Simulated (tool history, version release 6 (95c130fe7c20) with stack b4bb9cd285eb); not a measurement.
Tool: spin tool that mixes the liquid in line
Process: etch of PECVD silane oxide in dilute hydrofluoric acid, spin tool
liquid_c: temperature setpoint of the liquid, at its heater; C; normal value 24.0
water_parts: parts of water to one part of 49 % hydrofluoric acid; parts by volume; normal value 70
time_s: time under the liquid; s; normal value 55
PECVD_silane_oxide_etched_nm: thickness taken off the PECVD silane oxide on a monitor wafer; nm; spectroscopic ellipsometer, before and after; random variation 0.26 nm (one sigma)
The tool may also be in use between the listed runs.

run,hour,liquid_c,water_parts,time_s,"read-back film thickness of the PECVD silane oxide reference wafer, read on the same gauge (nm)",PECVD_silane_oxide_etched_nm
1,0.0,24.0,70,55,30.00,47.04
# hour 14.6: thermometer replaced
2,23.6,24.0,70,55,30.01,43.26
3,59.3,24.0,50,55,30.00,62.49
4,93.0,24.0,50,55,30.01,62.50
5,108.8,24.0,70,55,30.03,43.28
6,138.2,24.0,70,55,30.02,43.15
7,153.4,23.0,70,55,30.01,41.48
8,171.3,23.0,70,55,29.99,41.56
9,186.6,22.0,105,25,30.00,11.59
10,257.8,24.0,80,70,30.02,46.90
11,270.1,24.0,70,55,29.98,42.57
12,305.0,28.0,55,55,30.01,66.19
13,335.2,19.5,105,40,30.01,16.75
14,354.6,24.0,70,80,29.98,62.97
15,377.1,19.0,90,55,30.01,26.33
16,391.0,24.0,70,55,29.97,42.88
17,404.6,24.0,105,55,30.02,27.22
18,489.3,24.0,70,55,30.00,42.85
19,517.0,24.0,70,55,29.98,43.36
20,543.5,24.0,70,55,29.98,42.66
# hour 559.3: hydrofluoric acid flow meter replaced
21,571.1,24.0,70,70,30.01,60.55
22,595.8,22.5,40,55,29.98,81.69
# hour 603.8: gauge calibrated
23,616.2,24.0,55,85,29.99,95.48
24,651.3,24.0,70,55,30.01,47.37
25,679.8,26.0,60,55,30.00,61.22
26,701.6,24.0,95,40,30.02,24.72
27,787.2,24.0,95,55,29.99,34.03
28,809.4,24.0,70,55,30.00,47.93
29,845.3,26.0,45,30,30.00,44.64
30,868.0,24.0,45,70,30.01,98.09
31,892.8,28.0,45,65,29.99,106.31
32,926.5,24.0,70,55,29.97,47.00
33,944.5,24.0,70,55,30.00,47.10

Hidden state, per run?
gauge reads high (%): 0 across all the runs
H1: liquid hotter than its thermometer reads (K)
H2: hydrofluoric acid flow below the setpoint (%)
run,H1,H2
1,2.54,6.47
2,0.403,6.56
3,0.442,6.7
4,0.479,6.83
5,0.496,6.89
6,0.528,7
7,0.545,7.05
8,0.564,7.12
9,0.581,7.18
10,0.659,7.45
11,0.672,7.5
12,0.71,7.63
13,0.743,7.74
14,0.765,7.82
15,0.789,7.9
16,0.804,7.95
17,0.819,8.01
18,0.912,8.33
19,0.942,8.43
20,0.971,8.53
21,1,0.139
22,1.03,0.233
23,1.05,0.31
24,1.09,0.443
25,1.12,0.551
26,1.14,0.634
27,1.24,0.958
28,1.26,1.04
29,1.3,1.18
30,1.33,1.26
31,1.35,1.36
32,1.39,1.49
33,1.41,1.55
